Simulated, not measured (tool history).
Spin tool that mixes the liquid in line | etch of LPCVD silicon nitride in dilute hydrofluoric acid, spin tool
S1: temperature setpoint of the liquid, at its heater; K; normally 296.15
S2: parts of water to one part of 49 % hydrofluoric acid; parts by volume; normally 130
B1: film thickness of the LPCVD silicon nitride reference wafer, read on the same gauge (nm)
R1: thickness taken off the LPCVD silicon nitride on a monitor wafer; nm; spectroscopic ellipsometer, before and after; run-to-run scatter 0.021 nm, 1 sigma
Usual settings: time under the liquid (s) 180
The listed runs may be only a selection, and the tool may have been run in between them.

{"run": 1, "hour": 0.0, "S1": 296.15, "S2": 130, "time under the liquid (s)": 210, "B1": 139.965, "R1": 0.808}
{"run": 2, "hour": 28.5, "S1": 296.15, "S2": 130, "time under the liquid (s)": 210, "B1": 139.989, "R1": 0.805}
{"run": 3, "hour": 55.3, "S1": 296.15, "S2": 160, "time under the liquid (s)": 180, "B1": 140.007, "R1": 0.581}
{"run": 4, "hour": 134.7, "S1": 296.15, "S2": 130, "time under the liquid (s)": 180, "B1": 140.028, "R1": 0.665}
{"run": 5, "hour": 152.0, "S1": 296.15, "S2": 130, "time under the liquid (s)": 180, "B1": 140.026, "R1": 0.725}
{"run": 6, "hour": 172.3, "S1": 296.15, "S2": 130, "time under the liquid (s)": 180, "B1": 140.008, "R1": 0.702}
{"run": 7, "hour": 199.9, "S1": 296.15, "S2": 130, "time under the liquid (s)": 180, "B1": 139.999, "R1": 0.668}
{"run": 8, "hour": 212.6, "S1": 296.15, "S2": 130, "time under the liquid (s)": 180, "B1": 139.955, "R1": 0.659}
{"run": 9, "hour": 228.1, "S1": 296.15, "S2": 105, "time under the liquid (s)": 180, "B1": 140.003, "R1": 0.853}
{"run": 10, "hour": 302.3, "S1": 296.15, "S2": 130, "time under the liquid (s)": 180, "B1": 139.95, "R1": 0.688}
{"run": 11, "hour": 337.2, "S1": 296.15, "S2": 130, "time under the liquid (s)": 180, "B1": 140.035, "R1": 0.682}
{"run": 12, "hour": 356.9, "S1": 296.15, "S2": 130, "time under the liquid (s)": 180, "B1": 140.009, "R1": 0.7}
{"run": 13, "hour": 381.4, "S1": 296.15, "S2": 130, "time under the liquid (s)": 180, "B1": 140.014, "R1": 0.664}
{"run": 14, "hour": 394.5, "S1": 296.15, "S2": 130, "time under the liquid (s)": 180, "B1": 139.954, "R1": 0.678}
{"run": 15, "hour": 429.7, "S1": 294.15, "S2": 130, "time under the liquid (s)": 180, "B1": 139.987, "R1": 0.596}
{"run": 16, "hour": 456.6, "S1": 298.15, "S2": 130, "time under the liquid (s)": 260, "B1": 139.971, "R1": 1.153}
{"run": 17, "hour": 492.4, "S1": 291.65, "S2": 100, "time under the liquid (s)": 180, "B1": 140.02, "R1": 0.653}
{"run": 18, "hour": 512.6, "S1": 296.15, "S2": 130, "time under the liquid (s)": 180, "B1": 140.017, "R1": 0.652}
{"run": 19, "hour": 525.0, "S1": 299.15, "S2": 130, "time under the liquid (s)": 180, "B1": 139.974, "R1": 0.855}
{"run": 20, "hour": 544.1, "S1": 296.15, "S2": 130, "time under the liquid (s)": 180, "B1": 139.987, "R1": 0.673}
{"run": 21, "hour": 559.3, "S1": 296.15, "S2": 130, "time under the liquid (s)": 180, "B1": 140.007, "R1": 0.674}
{"run": 22, "hour": 576.8, "S1": 298.15, "S2": 130, "time under the liquid (s)": 260, "B1": 140.019, "R1": 1.141}
{"run": 23, "hour": 595.3, "S1": 296.15, "S2": 75, "time under the liquid (s)": 180, "B1": 140.047, "R1": 1.181}
{"run": 24, "hour": 619.2, "S1": 296.15, "S2": 130, "time under the liquid (s)": 125, "B1": 140.031, "R1": 0.454}
{"run": 25, "hour": 654.5, "S1": 293.65, "S2": 130, "time under the liquid (s)": 270, "B1": 139.986, "R1": 0.898}
{"run": 26, "hour": 688.8, "S1": 299.15, "S2": 80, "time under the liquid (s)": 130, "B1": 140.053, "R1": 0.977}
{"run": 27, "hour": 717.1, "S1": 292.15, "S2": 165, "time under the liquid (s)": 120, "B1": 140.012, "R1": 0.287}
{"run": 28, "hour": 744.8, "S1": 300.15, "S2": 130, "time under the liquid (s)": 240, "B1": 140.037, "R1": 1.146}

Removed from this log: 3 entries logged between the listed runs. Between which two listed runs does each belong, and how does the tool's hidden state at the listed run before it compare with that at the listed run after it?
Between runs 9 and 10: gauge calibrated (hour 279.8)
  no hidden state differs between the two runs
Between runs 19 and 20: hydrofluoric acid flow meter replaced (hour 543.7)
  no hidden state differs between the two runs
Between runs 22 and 23: thermometer replaced (hour 589.4)
  no hidden state differs between the two runs

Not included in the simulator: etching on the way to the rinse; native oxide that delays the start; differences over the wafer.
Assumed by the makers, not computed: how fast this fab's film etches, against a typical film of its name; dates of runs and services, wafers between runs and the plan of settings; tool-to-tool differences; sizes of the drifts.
